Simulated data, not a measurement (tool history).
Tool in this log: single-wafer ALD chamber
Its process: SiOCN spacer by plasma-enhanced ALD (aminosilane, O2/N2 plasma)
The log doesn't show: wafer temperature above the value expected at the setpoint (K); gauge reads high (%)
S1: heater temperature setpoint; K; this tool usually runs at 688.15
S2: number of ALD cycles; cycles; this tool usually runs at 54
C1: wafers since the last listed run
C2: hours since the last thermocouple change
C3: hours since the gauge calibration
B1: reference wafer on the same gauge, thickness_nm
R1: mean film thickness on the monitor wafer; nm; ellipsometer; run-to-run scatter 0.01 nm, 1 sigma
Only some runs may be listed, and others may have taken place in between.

run 1 day=0 | S1=693.15 S2=51 | C1=0 C2=1414.8 C3=1374.1 | B1=3.072 | R1=2.744
run 2 day=2.233 | S1=688.15 S2=52 | C1=263 C2=1468.4 C3=1427.7 | B1=3.067 | R1=2.854
run 3 day=4.029 | S1=688.15 S2=54 | C1=211 C2=1511.5 C3=1470.8 | B1=3.068 | R1=2.937
-- day=5.617 gauge calibrated
run 4 day=7.533 | S1=688.15 S2=54 | C1=412 C2=1595.6 C3=46 | B1=3.069 | R1=2.947
run 5 day=10.671 | S1=696.15 S2=54 | C1=369 C2=1670.9 C3=121.3 | B1=3.071 | R1=2.875
run 6 day=13.058 | S1=688.15 S2=62 | C1=281 C2=1728.2 C3=178.6 | B1=3.072 | R1=3.381
run 7 day=15.446 | S1=688.15 S2=61 | C1=281 C2=1785.5 C3=235.9 | B1=3.07 | R1=3.339
run 8 day=19.733 | S1=688.15 S2=61 | C1=505 C2=1888.4 C3=338.8 | B1=3.071 | R1=3.335
run 9 day=22.879 | S1=688.15 S2=54 | C1=370 C2=1963.9 C3=414.3 | B1=3.076 | R1=2.942
-- day=25.45 thermocouple changed; heater temperature recalibrated
run 10 day=25.529 | S1=679.15 S2=54 | C1=273 C2=1.9 C3=477.9 | B1=3.073 | R1=3.003
run 11 day=28.8 | S1=679.15 S2=54 | C1=385 C2=80.4 C3=556.4 | B1=3.072 | R1=2.983
run 12 day=30.358 | S1=688.15 S2=54 | C1=183 C2=117.8 C3=593.8 | B1=3.071 | R1=2.894
run 13 day=33.675 | S1=688.15 S2=54 | C1=390 C2=197.4 C3=673.4 | B1=3.069 | R1=2.914
run 14 day=36.654 | S1=688.15 S2=54 | C1=351 C2=268.9 C3=744.9 | B1=3.072 | R1=2.927
run 15 day=44.288 | S1=688.15 S2=54 | C1=899 C2=452.1 C3=928.1 | B1=3.07 | R1=2.924
run 16 day=47.312 | S1=699.15 S2=49 | C1=356 C2=524.7 C3=1000.7 | B1=3.068 | R1=2.557
run 17 day=48.95 | S1=694.15 S2=45 | C1=192 C2=564 C3=1040 | B1=3.074 | R1=2.399
run 18 day=50.712 | S1=688.15 S2=54 | C1=207 C2=606.3 C3=1082.3 | B1=3.072 | R1=2.94
run 19 day=54.004 | S1=688.15 S2=64 | C1=387 C2=685.3 C3=1161.3 | B1=3.069 | R1=3.481
run 20 day=56.158 | S1=688.15 S2=54 | C1=253 C2=737 C3=1213 | B1=3.071 | R1=2.943
-- day=56.675 gauge calibrated
run 21 day=59.508 | S1=688.15 S2=54 | C1=394 C2=817.4 C3=68 | B1=3.067 | R1=2.95
run 22 day=63.321 | S1=688.15 S2=54 | C1=449 C2=908.9 C3=159.5 | B1=3.069 | R1=2.945

The next listed run, before its measurement:
run 23 day=64.975 | S1=695.15 S2=59 | C1=194 C2=948.6 C3=199.2 | B1=? | R1=?

B1: 3.071
R1: 3.148 nm
Had the tool carried no hidden state, the very same run would have given R1 3.1 nm.

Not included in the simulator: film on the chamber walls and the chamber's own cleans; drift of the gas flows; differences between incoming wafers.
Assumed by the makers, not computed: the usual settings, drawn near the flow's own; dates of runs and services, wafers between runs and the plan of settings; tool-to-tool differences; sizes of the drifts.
